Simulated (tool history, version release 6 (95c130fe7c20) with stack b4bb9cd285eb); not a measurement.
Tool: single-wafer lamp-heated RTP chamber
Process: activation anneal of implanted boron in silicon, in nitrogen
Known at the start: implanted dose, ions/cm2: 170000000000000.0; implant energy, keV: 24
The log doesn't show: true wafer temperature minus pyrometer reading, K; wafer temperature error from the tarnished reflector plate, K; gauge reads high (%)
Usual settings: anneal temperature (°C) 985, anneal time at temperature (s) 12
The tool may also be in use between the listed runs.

| run | day | anneal temperature (°C) | anneal time at temperature (s) | wafers since the last listed run | wafers since the last pyrometer calibration | wafers since the reflector plate was cleaned | hours since the gauge calibration | read-back reference wafer on the same gauge, sheet resistance | sheet resistance of the implanted and annealed layer (ohm/square) |
|---|---|---|---|---|---|---|---|---|---|
| 1 | 0.000 | 971 | 12 | 0 | 3156 | 6874 | 916.6 | 488.77 | 493.61 |
| 2 | 0.917 | 971 | 12 | 218 | 3374 | 7093 | 938.6 | 488.93 | 492.93 |
| 3 | 2.379 | 971 | 12 | 348 | 3722 | 7441 | 973.7 | 489.16 | 493.37 |
| 4 | 3.596 | 985 | 12 | 289 | 4012 | 7730 | 1002.9 | 488.82 | 485.75 |
| 5 | 4.183 | 985 | 12 | 139 | 4151 | 7870 | 1017.0 | 488.95 | 485.38 |
| 6 | 5.104 | 985 | 12 | 219 | 4371 | 8089 | 1039.1 | 488.84 | 484.12 |
| 7 | 5.775 | 985 | 12 | 159 | 4530 | 8249 | 1055.2 | 489.29 | 484.40 |
| 8 | 6.946 | 985 | 12 | 278 | 4809 | 8528 | 1083.3 | 489.35 | 484.55 |
| 9 | 8.308 | 985 | 12 | 324 | 5133 | 8852 | 1116.0 | 488.82 | 485.21 |
| 10 | 8.817 | 985 | 12 | 120 | 5254 | 8973 | 1128.2 | 488.89 | 485.55 |
| 11 | 9.929 | 977 | 12 | 264 | 5519 | 9238 | 1154.9 | 489.05 | 485.57 |
| 12 | 10.904 | 977 | 12 | 232 | 5751 | 9470 | 1178.3 | 488.99 | 486.18 |
|  | 11.929 | pyrometer window cleaned and pyrometer calibrated |
| 13 | 11.946 | 985 | 15 | 168 | 3 | 9638 | 1203.3 | 489.09 | 486.14 |
|  | 12.217 | gauge calibrated |
| 14 | 12.467 | 1012 | 12 | 123 | 127 | 9762 | 6.0 | 489.09 | 481.83 |
| 15 | 13.233 | 1011 | 9 | 182 | 309 | 9945 | 24.4 | 488.91 | 482.84 |
| 16 | 13.892 | 1006 | 6 | 156 | 466 | 10101 | 40.2 | 488.81 | 483.29 |
| 17 | 15.088 | 1014 | 14 | 284 | 751 | 10386 | 68.9 | 489.04 | 482.22 |
| 18 | 15.879 | 985 | 12 | 188 | 939 | 10574 | 87.9 | 489.21 | 486.17 |
| 19 | 17.608 | 985 | 12 | 411 | 1351 | 10986 | 129.4 | 489.20 | 485.16 |
|  | 17.962 | reflector plate cleaned |
| 20 | 19.033 | 985 | 12 | 259 | 1611 | 255 | 163.6 | 488.75 | 488.21 |
| 21 | 19.758 | 985 | 17 | 172 | 1783 | 427 | 181.0 | 488.96 | 487.62 |
| 22 | 20.392 | 964 | 5 | 150 | 1934 | 578 | 196.2 | 489.35 | 514.80 |
| 23 | 21.325 | 985 | 12 | 222 | 2156 | 800 | 218.6 | 488.86 | 489.68 |
| 24 | 22.208 | 985 | 12 | 210 | 2366 | 1010 | 239.8 | 488.91 | 487.19 |
| 25 | 23.208 | 1010 | 16 | 237 | 2604 | 1248 | 263.8 | 489.04 | 481.27 |
| 26 | 24.512 | 985 | 6 | 310 | 2915 | 1559 | 295.1 | 488.65 | 490.52 |
| 27 | 25.742 | 985 | 12 | 292 | 3207 | 1851 | 324.6 | 488.67 | 487.39 |
| 28 | 26.817 | 996 | 14 | 255 | 3463 | 2107 | 350.4 | 489.26 | 482.73 |
| 29 | 28.196 | 973 | 9 | 328 | 3791 | 2435 | 383.5 | 488.76 | 494.16 |
| 30 | 29.329 | 997 | 7 | 269 | 4061 | 2705 | 410.7 | 489.15 | 484.43 |
| 31 | 29.946 | 994 | 12 | 146 | 4208 | 2852 | 425.5 | 489.45 | 484.04 |
| 32 | 31.138 | 985 | 14 | 283 | 4491 | 3135 | 454.1 | 488.88 | 485.61 |
| 33 | 31.654 | 997 | 6 | 122 | 4614 | 3258 | 466.5 | 488.90 | 483.82 |
| 34 | 32.333 | 985 | 12 | 161 | 4776 | 3420 | 482.8 | 489.24 | 485.98 |
| 35 | 33.388 | 985 | 12 | 250 | 5027 | 3671 | 508.1 | 489.11 | 484.82 |
| 36 | 34.767 | 985 | 12 | 328 | 5355 | 3999 | 541.2 | 488.90 | 484.88 |
| 37 | 35.492 | 971 | 12 | 172 | 5527 | 4172 | 558.6 | 488.83 | 490.51 |

Forecast each of these 4 alternatives for the next run:
| A | 35.508 | 985 | 9 | 3 | 5531 | 4176 | 559.0 | ? | ? |
| B | 35.508 | 985 | 8 | 3 | 5531 | 4176 | 559.0 | ? | ? |
| C | 35.508 | 985 | 16 | 3 | 5531 | 4176 | 559.0 | ? | ? |
| D | 35.508 | 961 | 6 | 3 | 5531 | 4176 | 559.0 | ? | ? |

| run | read-back reference wafer on the same gauge, sheet resistance | sheet resistance of the implanted and annealed layer (ohm/square) |
|---|---|---|
| A | 488.96 | 485.59 |
| B | 488.96 | 485.92 |
| C | 488.96 | 483.95 |
| D | 488.96 | 502.65 |
Without the tool's hidden state the same runs would have given:
| run | sheet resistance of the implanted and annealed layer (ohm/square) |
|---|---|
| A | 492.12 |
| B | 492.66 |
| C | 489.24 |
| D | 522.90 |

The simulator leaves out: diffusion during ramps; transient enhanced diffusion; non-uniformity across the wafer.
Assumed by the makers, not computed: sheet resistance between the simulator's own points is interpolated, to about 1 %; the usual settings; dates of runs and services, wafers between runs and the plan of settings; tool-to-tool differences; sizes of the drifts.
